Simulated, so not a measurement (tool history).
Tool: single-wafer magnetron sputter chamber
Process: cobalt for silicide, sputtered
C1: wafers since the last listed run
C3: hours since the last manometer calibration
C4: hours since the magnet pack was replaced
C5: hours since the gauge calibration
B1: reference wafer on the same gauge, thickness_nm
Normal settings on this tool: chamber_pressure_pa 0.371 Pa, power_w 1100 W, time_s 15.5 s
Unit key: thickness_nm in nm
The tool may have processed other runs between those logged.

run 1 hour=0 | chamber_pressure_pa=0.371 power_w=1100 time_s=15.5 | C1=0 wafers_on_the_sputter_target=835 C3=1230.1 C4=4809.8 C5=554.1 | B1=8.36 | thickness_nm=7.24
run 2 hour=34.2 | chamber_pressure_pa=0.429 power_w=1100 time_s=15.5 | C1=636 wafers_on_the_sputter_target=1471 C3=1264.3 C4=4844 C5=588.3 | B1=8.36 | thickness_nm=7.04
run 3 hour=64.6 | chamber_pressure_pa=0.371 power_w=1100 time_s=13.2 | C1=565 wafers_on_the_sputter_target=2037 C3=1294.7 C4=4874.4 C5=618.7 | B1=8.351 | thickness_nm=6.16
run 4 hour=78.9 | chamber_pressure_pa=0.371 power_w=1100 time_s=13.2 | C1=266 wafers_on_the_sputter_target=2303 C3=1309 C4=4888.7 C5=633 | B1=8.357 | thickness_nm=6.232
run 5 hour=108.5 | chamber_pressure_pa=0.371 power_w=1100 time_s=15.5 | C1=550 wafers_on_the_sputter_target=2853 C3=1338.6 C4=4918.3 C5=662.6 | B1=8.355 | thickness_nm=7.196
run 6 hour=134.9 | chamber_pressure_pa=0.371 power_w=1100 time_s=15.5 | C1=491 wafers_on_the_sputter_target=3344 C3=1365 C4=4944.7 C5=689 | B1=8.369 | thickness_nm=7.13
run 7 hour=167.8 | chamber_pressure_pa=0.283 power_w=1100 time_s=15.5 | C1=612 wafers_on_the_sputter_target=3957 C3=1397.9 C4=4977.6 C5=721.9 | B1=8.362 | thickness_nm=7.351
-- hour=186.8 sputter target and shields replaced
run 8 hour=187.3 | chamber_pressure_pa=0.283 power_w=1100 time_s=15.5 | C1=213 wafers_on_the_sputter_target=9 C3=1417.4 C4=4997.1 C5=741.4 | B1=8.372 | thickness_nm=7.471
run 9 hour=207.7 | chamber_pressure_pa=0.283 power_w=1100 time_s=15.5 | C1=379 wafers_on_the_sputter_target=389 C3=1437.8 C4=5017.5 C5=761.8 | B1=8.369 | thickness_nm=7.527
run 10 hour=239.2 | chamber_pressure_pa=0.371 power_w=1100 time_s=15.5 | C1=586 wafers_on_the_sputter_target=975 C3=1469.3 C4=5049 C5=793.3 | B1=8.363 | thickness_nm=7.21
run 11 hour=259.7 | chamber_pressure_pa=0.371 power_w=1100 time_s=15.5 | C1=381 wafers_on_the_sputter_target=1356 C3=1489.8 C4=5069.5 C5=813.8 | B1=8.362 | thickness_nm=7.183
run 12 hour=288.8 | chamber_pressure_pa=0.371 power_w=1100 time_s=15.5 | C1=541 wafers_on_the_sputter_target=1897 C3=1518.9 C4=5098.6 C5=842.9 | B1=8.36 | thickness_nm=7.282
-- hour=291.5 gauge calibrated
run 13 hour=328.3 | chamber_pressure_pa=0.371 power_w=1100 time_s=15.5 | C1=734 wafers_on_the_sputter_target=2632 C3=1558.4 C4=5138.1 C5=36.8 | B1=8.354 | thickness_nm=7.196
-- hour=344.1 capacitance manometer re-zeroed and calibrated
run 14 hour=353.6 | chamber_pressure_pa=0.371 power_w=1100 time_s=15.5 | C1=321 wafers_on_the_sputter_target=2954 C3=9.5 C4=5163.4 C5=62.1 | B1=8.362 | thickness_nm=7.137
run 15 hour=374.9 | chamber_pressure_pa=0.371 power_w=1100 time_s=15.5 | C1=396 wafers_on_the_sputter_target=3350 C3=30.8 C4=5184.7 C5=83.4 | B1=8.353 | thickness_nm=7.116
run 16 hour=408.7 | chamber_pressure_pa=0.371 power_w=1100 time_s=15.5 | C1=628 wafers_on_the_sputter_target=3979 C3=64.6 C4=5218.5 C5=117.2 | B1=8.363 | thickness_nm=7.047
-- hour=420.1 sputter target and shields replaced
run 17 hour=443.4 | chamber_pressure_pa=0.519 power_w=1250 time_s=12.9 | C1=496 wafers_on_the_sputter_target=433 C3=99.3 C4=5253.2 C5=151.9 | B1=8.351 | thickness_nm=6.511
run 18 hour=477.4 | chamber_pressure_pa=0.328 power_w=900 time_s=17.2 | C1=632 wafers_on_the_sputter_target=1066 C3=133.3 C4=5287.2 C5=185.9 | B1=8.363 | thickness_nm=6.664
run 19 hour=507.2 | chamber_pressure_pa=0.252 power_w=1100 time_s=15.5 | C1=554 wafers_on_the_sputter_target=1620 C3=163.1 C4=5317 C5=215.7 | B1=8.356 | thickness_nm=7.576
run 20 hour=526.5 | chamber_pressure_pa=0.419 power_w=1100 time_s=15.5 | C1=359 wafers_on_the_sputter_target=1979 C3=182.4 C4=5336.3 C5=235 | B1=8.377 | thickness_nm=7.06
run 21 hour=552.2 | chamber_pressure_pa=0.371 power_w=1100 time_s=17.8 | C1=478 wafers_on_the_sputter_target=2457 C3=208.1 C4=5362 C5=260.7 | B1=8.373 | thickness_nm=8.27
run 22 hour=564.7 | chamber_pressure_pa=0.371 power_w=1100 time_s=15.5 | C1=232 wafers_on_the_sputter_target=2690 C3=220.6 C4=5374.5 C5=273.2 | B1=8.359 | thickness_nm=7.245
run 23 hour=584.1 | chamber_pressure_pa=0.226 power_w=1200 time_s=14.5 | C1=360 wafers_on_the_sputter_target=3051 C3=240 C4=5393.9 C5=292.6 | B1=8.378 | thickness_nm=7.706
run 24 hour=608.8 | chamber_pressure_pa=0.371 power_w=1100 time_s=15.5 | C1=459 wafers_on_the_sputter_target=3510 C3=264.7 C4=5418.6 C5=317.3 | B1=8.365 | thickness_nm=7.161
-- hour=618.1 magnet pack replaced
run 25 hour=628.2 | chamber_pressure_pa=0.371 power_w=1100 time_s=17.4 | C1=212 wafers_on_the_sputter_target=3723 C3=284.1 C4=10.1 C5=336.7 | B1=8.364 | thickness_nm=8.076
run 26 hour=643.3 | chamber_pressure_pa=0.371 power_w=1100 time_s=15.5 | C1=280 wafers_on_the_sputter_target=4003 C3=299.2 C4=25.2 C5=351.8 | B1=8.364 | thickness_nm=7.061
-- hour=661.3 sputter target and shields replaced
run 27 hour=661.8 | chamber_pressure_pa=0.513 power_w=1100 time_s=15.5 | C1=195 wafers_on_the_sputter_target=8 C3=317.7 C4=43.7 C5=370.3 | B1=8.368 | thickness_nm=6.956
run 28 hour=683.1 | chamber_pressure_pa=0.24 power_w=1250 time_s=13.9 | C1=396 wafers_on_the_sputter_target=405 C3=339 C4=65 C5=391.6 | B1=8.358 | thickness_nm=7.793
run 29 hour=697.2 | chamber_pressure_pa=0.371 power_w=850 time_s=15.5 | C1=262 wafers_on_the_sputter_target=667 C3=353.1 C4=79.1 C5=405.7 | B1=8.359 | thickness_nm=5.63
run 30 hour=722.6 | chamber_pressure_pa=0.371 power_w=900 time_s=15.5 | C1=472 wafers_on_the_sputter_target=1140 C3=378.5 C4=104.5 C5=431.1 | B1=8.379 | thickness_nm=5.95
run 31 hour=749.9 | chamber_pressure_pa=0.24 power_w=1250 time_s=13.9 | C1=507 wafers_on_the_sputter_target=1648 C3=405.8 C4=131.8 C5=458.4 | B1=8.353 | thickness_nm=7.783
run 32 hour=771.4 | chamber_pressure_pa=0.371 power_w=1000 time_s=16.3 | C1=399 wafers_on_the_sputter_target=2048 C3=427.3 C4=153.3 C5=479.9 | B1=8.367 | thickness_nm=6.92
run 33 hour=783.6 | chamber_pressure_pa=0.371 power_w=1000 time_s=12.4 | C1=226 wafers_on_the_sputter_target=2274 C3=439.5 C4=165.5 C5=492.1 | B1=8.358 | thickness_nm=5.23

Predict each of these 3 candidate next runs independently; none follows another, all start after run 33:
run A hour=784 | chamber_pressure_pa=0.371 power_w=1100 time_s=15.5 | C1=7 wafers_on_the_sputter_target=2282 C3=439.9 C4=165.9 C5=492.5 | B1=? | thickness_nm=?
run B hour=784 | chamber_pressure_pa=0.458 power_w=1100 time_s=15.5 | C1=7 wafers_on_the_sputter_target=2282 C3=439.9 C4=165.9 C5=492.5 | B1=? | thickness_nm=?
run C hour=784 | chamber_pressure_pa=0.371 power_w=1000 time_s=13.4 | C1=7 wafers_on_the_sputter_target=2282 C3=439.9 C4=165.9 C5=492.5 | B1=? | thickness_nm=?

run=A B1=8.348 thickness_nm=7.187
run=B B1=8.348 thickness_nm=6.966
run=C B1=8.348 thickness_nm=5.648
What these runs would have given with no unlogged condition in the tool:
run=A thickness_nm=7.245
run=B thickness_nm=7.023
run=C thickness_nm=5.694

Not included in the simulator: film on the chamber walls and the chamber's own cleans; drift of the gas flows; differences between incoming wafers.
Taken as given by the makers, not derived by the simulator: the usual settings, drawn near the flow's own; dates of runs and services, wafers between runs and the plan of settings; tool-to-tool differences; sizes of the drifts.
